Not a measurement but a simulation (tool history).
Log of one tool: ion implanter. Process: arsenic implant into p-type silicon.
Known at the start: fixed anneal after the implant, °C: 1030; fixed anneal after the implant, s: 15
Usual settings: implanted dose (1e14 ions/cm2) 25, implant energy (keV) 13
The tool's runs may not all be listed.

| run | hour | implanted dose (1e14 ions/cm2) | implant energy (keV) | read-back reference wafer on the same gauge, sheet resistance | sheet resistance of the implanted and annealed layer (ohm/square) |
|---|---|---|---|---|---|
| 1 | 0 | 25 | 13 | 70.92 | 87.09 |
| 2 | 17.4 | 25 | 13 | 70.91 | 87.2 |
| 3 | 32.4 | 25 | 16 | 70.92 | 83.78 |
| 4 | 43.3 | 25 | 16 | 70.91 | 83.72 |
| 5 | 53.7 | 25 | 10 | 70.92 | 90.62 |
| 6 | 64.5 | 25 | 10 | 70.91 | 90.66 |
| 7 | 74.3 | 25 | 11 | 70.93 | 89.77 |
| 8 | 81.6 | 25 | 13 | 70.89 | 87.23 |
| 9 | 91.5 | 25 | 13 | 70.92 | 87.49 |
|  | 101.5 | extraction supply calibrated |
| 10 | 102 | 25 | 16.5 | 70.89 | 82.99 |
|  | 107 | gauge calibrated |
|  | 126.9 | Faraday cup replaced and dose calibrated |
| 11 | 127.4 | 27.15 | 11 | 70.87 | 88.37 |
| 12 | 136.9 | 25 | 13 | 70.89 | 87.44 |
| 13 | 146.9 | 25 | 13 | 70.89 | 87.37 |
| 14 | 175 | 22.05 | 13 | 70.92 | 89.2 |
| 15 | 185.1 | 30.87 | 9 | 70.9 | 89.14 |
| 16 | 195.7 | 29.98 | 11.5 | 70.9 | 86.66 |
| 17 | 203.3 | 25 | 13 | 70.91 | 87.41 |
| 18 | 214.7 | 18.15 | 13 | 70.9 | 92.88 |
| 19 | 222 | 25 | 13 | 70.91 | 87.19 |

The tool's hidden state at each run:
deviation of the true dose from the Faraday cup's reading, %: 0 in every run
deviation of the true energy from its setpoint, %: 0 in every run
gauge reads high (%): 0 in every run

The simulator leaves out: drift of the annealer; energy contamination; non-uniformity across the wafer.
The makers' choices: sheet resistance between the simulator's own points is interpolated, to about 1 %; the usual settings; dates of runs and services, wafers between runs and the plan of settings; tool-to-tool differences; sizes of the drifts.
